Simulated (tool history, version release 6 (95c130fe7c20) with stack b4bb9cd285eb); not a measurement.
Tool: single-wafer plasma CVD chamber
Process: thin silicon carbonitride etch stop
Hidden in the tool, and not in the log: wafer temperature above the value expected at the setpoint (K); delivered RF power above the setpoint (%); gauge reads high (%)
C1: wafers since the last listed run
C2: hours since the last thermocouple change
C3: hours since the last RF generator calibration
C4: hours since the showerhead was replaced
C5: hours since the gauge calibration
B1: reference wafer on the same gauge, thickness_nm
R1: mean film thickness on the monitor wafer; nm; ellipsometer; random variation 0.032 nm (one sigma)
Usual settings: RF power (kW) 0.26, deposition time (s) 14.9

Run 1, hour 0: usual settings but RF power (kW) 0.24; C1 0; C2 1007.5; C3 1206.8; C4 3974.4; C5 323.4; B1 10.402. Result: R1 8.971 nm.
Run 2, hour 20.5: usual settings but RF power (kW) 0.295; C1 512; C2 1028; C3 1227.3; C4 3994.9; C5 343.9; B1 10.396. Result: R1 9.782 nm.
Run 3, hour 49.3: usual settings but RF power (kW) 0.295; C1 719; C2 1056.8; C3 1256.1; C4 4023.7; C5 372.7; B1 10.392. Result: R1 9.763 nm.
Run 4, hour 75.4: usual settings but RF power (kW) 0.295; C1 652; C2 1082.9; C3 1282.2; C4 4049.8; C5 398.8; B1 10.404. Result: R1 9.816 nm.
Run 5, hour 94.1: usual settings but deposition time (s) 17; C1 467; C2 1101.6; C3 1300.9; C4 4068.5; C5 417.5; B1 10.396. Result: R1 10.633 nm.
Run 6, hour 125.2: usual settings but deposition time (s) 17; C1 777; C2 1132.7; C3 1332; C4 4099.6; C5 448.6; B1 10.396. Result: R1 10.573 nm.
Run 7, hour 155: usual settings but deposition time (s) 17; C1 744; C2 1162.5; C3 1361.8; C4 4129.4; C5 478.4; B1 10.397. Result: R1 10.664 nm.
Run 8, hour 188: usual settings; C1 824; C2 1195.5; C3 1394.8; C4 4162.4; C5 511.4; B1 10.408. Result: R1 9.336 nm.
Run 9, hour 274.5: usual settings; C1 2161; C2 1282; C3 1481.3; C4 4248.9; C5 597.9; B1 10.398. Result: R1 9.231 nm.
Run 10, hour 295.5: usual settings; C1 524; C2 1303; C3 1502.3; C4 4269.9; C5 618.9; B1 10.401. Result: R1 9.27 nm.
Run 11, hour 312: usual settings; C1 412; C2 1319.5; C3 1518.8; C4 4286.4; C5 635.4; B1 10.403. Result: R1 9.197 nm.
Run 12, hour 339.6: usual settings; C1 689; C2 1347.1; C3 1546.4; C4 4314; C5 663; B1 10.402. Result: R1 9.274 nm.
Run 13, hour 368.1: usual settings; C1 712; C2 1375.6; C3 1574.9; C4 4342.5; C5 691.5; B1 10.4. Result: R1 9.254 nm.
Run 14, hour 397.5: usual settings; C1 734; C2 1405; C3 1604.3; C4 4371.9; C5 720.9; B1 10.396. Result: R1 9.214 nm.
At hour 409.8: RF generator calibrated.
Run 15, hour 429.8: usual settings; C1 607; C2 1437.3; C3 20; C4 4404.2; C5 753.2; B1 10.397. Result: R1 9.634 nm.
At hour 438: thermocouple changed; heater temperature recalibrated.
Run 16, hour 447.8: usual settings but deposition time (s) 13; C1 249; C2 9.8; C3 38; C4 4422.2; C5 771.2; B1 10.395. Result: R1 8.323 nm.
Run 17, hour 464.7: usual settings but deposition time (s) 16.5; C1 422; C2 26.7; C3 54.9; C4 4439.1; C5 788.1; B1 10.404. Result: R1 10.654 nm.
Run 18, hour 494.9: usual settings but deposition time (s) 16.5; C1 754; C2 56.9; C3 85.1; C4 4469.3; C5 818.3; B1 10.404. Result: R1 10.621 nm.
Run 19, hour 507.8: usual settings; C1 322; C2 69.8; C3 98; C4 4482.2; C5 831.2; B1 10.402. Result: R1 9.57 nm.
Run 20, hour 537.6: usual settings; C1 744; C2 99.6; C3 127.8; C4 4512; C5 861; B1 10.397. Result: R1 9.547 nm.
At hour 557.2: showerhead replaced.
Run 21, hour 557.7: usual settings but RF power (kW) 0.305, deposition time (s) 12.8; C1 302; C2 119.7; C3 147.9; C4 0.5; C5 881.1; B1 10.41. Result: R1 8.769 nm.
Run 22, hour 590.2: usual settings but RF power (kW) 0.31, deposition time (s) 12.5; C1 812; C2 152.2; C3 180.4; C4 33; C5 913.6; B1 10.397. Result: R1 8.644 nm.
Run 23, hour 622.7: usual settings; C1 812; C2 184.7; C3 212.9; C4 65.5; C5 946.1; B1 10.397. Result: R1 9.489 nm.
At hour 636.7: gauge calibrated.
Run 24, hour 637.9: usual settings but RF power (kW) 0.245, deposition time (s) 16.2; C1 379; C2 199.9; C3 228.1; C4 80.7; C5 1.2; B1 10.4. Result: R1 10.03 nm.
Run 25, hour 667: usual settings but RF power (kW) 0.285, deposition time (s) 17; C1 727; C2 229; C3 257.2; C4 109.8; C5 30.3; B1 10.398. Result: R1 11.244 nm.
Run 26, hour 688.5: usual settings but RF power (kW) 0.3, deposition time (s) 16.6; C1 537; C2 250.5; C3 278.7; C4 131.3; C5 51.8; B1 10.394. Result: R1 11.196 nm.
Run 27, hour 716.4: usual settings but RF power (kW) 0.23, deposition time (s) 13.8; C1 697; C2 278.4; C3 306.6; C4 159.2; C5 79.7; B1 10.391. Result: R1 8.267 nm.
Run 28, hour 745.3: usual settings but RF power (kW) 0.285, deposition time (s) 12.8; C1 722; C2 307.3; C3 335.5; C4 188.1; C5 108.6; B1 10.401. Result: R1 8.441 nm.
Run 29, hour 759.7: usual settings but RF power (kW) 0.21, deposition time (s) 16.6; C1 359; C2 321.7; C3 349.9; C4 202.5; C5 123; B1 10.398. Result: R1 9.5 nm.
Run 30, hour 789.5: usual settings but RF power (kW) 0.305, deposition time (s) 14; C1 744; C2 351.5; C3 379.7; C4 232.3; C5 152.8; B1 10.401. Result: R1 9.472 nm.
Run 31, hour 822.6: usual settings but deposition time (s) 12.7; C1 827; C2 384.6; C3 412.8; C4 265.4; C5 185.9; B1 10.403. Result: R1 8.023 nm.
Run 32, hour 847.3: usual settings but RF power (kW) 0.215, deposition time (s) 16.6; C1 617; C2 409.3; C3 437.5; C4 290.1; C5 210.6; B1 10.395. Result: R1 9.631 nm.
Run 33, hour 859.5: usual settings; C1 304; C2 421.5; C3 449.7; C4 302.3; C5 222.8; B1 10.401. Result: R1 9.397 nm.
Run 34, hour 878.5: usual settings but RF power (kW) 0.305, deposition time (s) 15.9; C1 474; C2 440.5; C3 468.7; C4 321.3; C5 241.8; B1 10.405. Result: R1 10.783 nm.
Run 35, hour 908.3: usual settings but RF power (kW) 0.31, deposition time (s) 12.5; C1 744; C2 470.3; C3 498.5; C4 351.1; C5 271.6; B1 10.397. Result: R1 8.486 nm.
Run 36, hour 931.1: usual settings but RF power (kW) 0.225, deposition time (s) 13.8; C1 569; C2 493.1; C3 521.3; C4 373.9; C5 294.4; B1 10.402. Result: R1 8.121 nm.

4 ways to go on from here, each from the tool as it stands after run 36. What would each give?
Run A, hour 931.5: usual settings; C1 9; C2 493.5; C3 521.7; C4 374.3; C5 294.8; B1 ?. Result: R1 ?.
Run B, hour 931.5: usual settings but RF power (kW) 0.23, deposition time (s) 17.2; C1 9; C2 493.5; C3 521.7; C4 374.3; C5 294.8; B1 ?. Result: R1 ?.
Run C, hour 931.5: usual settings but RF power (kW) 0.29, deposition time (s) 16.6; C1 9; C2 493.5; C3 521.7; C4 374.3; C5 294.8; B1 ?. Result: R1 ?.
Run D, hour 931.5: usual settings but RF power (kW) 0.23, deposition time (s) 16.1; C1 9; C2 493.5; C3 521.7; C4 374.3; C5 294.8; B1 ?. Result: R1 ?.

run      B1      R1
  A  10.393    9.41
  B  10.393  10.261
  C  10.393  10.998
  D  10.393   9.604
Without the tool's hidden state the same runs would have given:
run      R1
  A   9.642
  B  10.514
  C   11.27
  D   9.841

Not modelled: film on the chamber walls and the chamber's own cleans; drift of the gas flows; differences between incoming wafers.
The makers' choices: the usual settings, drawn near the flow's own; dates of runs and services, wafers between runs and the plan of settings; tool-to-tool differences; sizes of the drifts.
